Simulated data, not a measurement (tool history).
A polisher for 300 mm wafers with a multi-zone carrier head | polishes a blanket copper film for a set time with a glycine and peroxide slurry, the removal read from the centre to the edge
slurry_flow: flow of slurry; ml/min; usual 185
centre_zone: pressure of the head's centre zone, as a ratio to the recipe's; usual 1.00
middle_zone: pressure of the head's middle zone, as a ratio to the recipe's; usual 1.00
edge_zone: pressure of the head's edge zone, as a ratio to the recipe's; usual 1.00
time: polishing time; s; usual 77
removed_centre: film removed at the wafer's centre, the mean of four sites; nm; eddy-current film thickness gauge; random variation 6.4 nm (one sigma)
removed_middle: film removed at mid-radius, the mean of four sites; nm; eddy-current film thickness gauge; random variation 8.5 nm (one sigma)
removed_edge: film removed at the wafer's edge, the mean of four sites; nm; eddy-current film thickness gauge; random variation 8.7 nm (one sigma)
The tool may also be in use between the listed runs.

run	hour	slurry_flow	centre_zone	middle_zone	edge_zone	time	wafers since the last listed run	wafers polished on this pad	hours since the slurry nozzle was cleaned	hours since the centre zone pressure was calibrated	hours since the edge zone pressure was calibrated	hours since the carrier head's membrane was replaced	incoming thickness of the incoming film, nm	removed_centre	removed_middle	removed_edge
1	0.0	185	1.00	1.00	1.00	77	0	1122	121.9	1564.5	283.5	920.2	1850.0	660.6	583.6	580.7
# hour 8.3: centre zone pressure recalibrated
2	22.1	185	1.00	1.00	1.00	100	125	1248	144.0	13.8	305.6	942.3	1838.9	746.8	784.9	764.5
3	38.4	185	1.00	1.00	1.00	77	102	1350	160.3	30.1	321.9	958.6	1808.3	588.3	591.4	583.3
4	51.7	185	1.00	1.00	1.12	77	83	1433	173.6	43.4	335.2	971.9	1842.5	577.2	603.6	630.0
# hour 74.1: worn pad replaced by a new one
5	78.4	220	1.00	1.00	0.91	65	142	26	200.3	70.1	361.9	998.6	1826.8	508.3	509.2	481.7
6	100.7	185	1.00	1.00	1.00	77	139	166	222.6	92.4	384.2	1020.9	1792.2	579.8	593.8	591.4
7	127.6	185	1.12	1.00	1.00	77	168	335	249.5	119.3	411.1	1047.8	1846.7	660.1	583.9	587.7
8	151.9	185	1.00	0.92	1.11	77	152	487	273.8	143.6	435.4	1072.1	1822.1	590.9	553.7	630.7
9	167.1	185	1.00	1.00	1.00	77	95	582	289.0	158.8	450.6	1087.3	1853.0	578.4	588.8	594.1
# hour 184.7: edge zone pressure recalibrated
10	208.4	185	1.00	1.08	0.93	70	246	829	330.3	200.1	23.7	1128.6	1812.9	543.2	560.0	517.2
# hour 222.3: carrier head's membrane replaced by a new one
11	236.8	185	1.08	1.08	1.00	84	146	975	358.7	228.5	52.1	14.5	1795.2	700.8	694.0	637.3
12	254.7	185	0.90	0.88	0.89	77	112	1088	376.6	246.4	70.0	32.4	1784.5	532.4	541.2	549.7
13	274.9	185	1.00	1.00	1.00	77	126	1214	396.8	266.6	90.2	52.6	1782.4	596.8	587.4	592.4
# hour 287.2: worn pad replaced by a new one
14	308.1	185	1.00	1.00	1.04	77	183	131	430.0	299.8	123.4	85.8	1825.0	600.8	597.0	602.0
15	338.3	165	1.00	1.00	1.12	93	189	320	460.2	330.0	153.6	116.0	1802.0	698.1	687.0	728.3
16	353.9	185	1.00	1.00	1.07	77	97	418	475.8	345.6	169.2	131.6	1807.8	596.8	587.0	612.2
17	368.0	230	1.00	1.00	1.00	59	88	506	489.9	359.7	183.3	145.7	1804.7	480.3	483.4	462.1
# hour 369.7: slurry nozzle cleaned
18	387.0	205	1.00	1.00	0.95	77	112	619	17.3	378.7	202.3	164.7	1824.5	612.7	601.2	579.7
19	413.7	185	0.89	1.00	0.93	77	167	786	44.0	405.4	229.0	191.4	1806.3	528.8	595.3	559.9
20	447.6	185	1.00	1.00	1.00	77	212	999	77.9	439.3	262.9	225.3	1812.5	601.7	592.4	588.0
21	473.7	185	1.00	1.11	0.95	89	163	1162	104.0	465.4	289.0	251.4	1790.2	704.1	750.5	671.9
22	506.6	220	1.00	0.93	1.00	77	206	1369	136.9	498.3	321.9	284.3	1811.2	621.3	573.0	611.2
23	532.0	185	1.00	1.00	1.08	77	159	1528	162.3	523.7	347.3	309.7	1799.4	610.0	601.8	608.3

3 ways to go on from here, each from the tool as it stands after run 23. What would each give?
A	532.5	185	1.00	1.00	1.00	77	3	1531	162.8	524.2	347.8	310.2	1840.5	?	?	?
B	532.5	185	1.00	1.10	1.00	77	3	1531	162.8	524.2	347.8	310.2	1840.5	?	?	?
C	532.5	185	1.00	1.00	1.05	77	3	1531	162.8	524.2	347.8	310.2	1840.5	?	?	?

run	removed_centre	removed_middle	removed_edge
A	604.4	577.6	595.4
B	604.8	620.2	594.7
C	604.4	577.6	609.7
Without the tool's hidden state the same runs would have given:
run	removed_centre	removed_middle	removed_edge
A	580.5	577.8	595.4
B	580.8	620.3	594.7
C	580.5	577.7	609.7
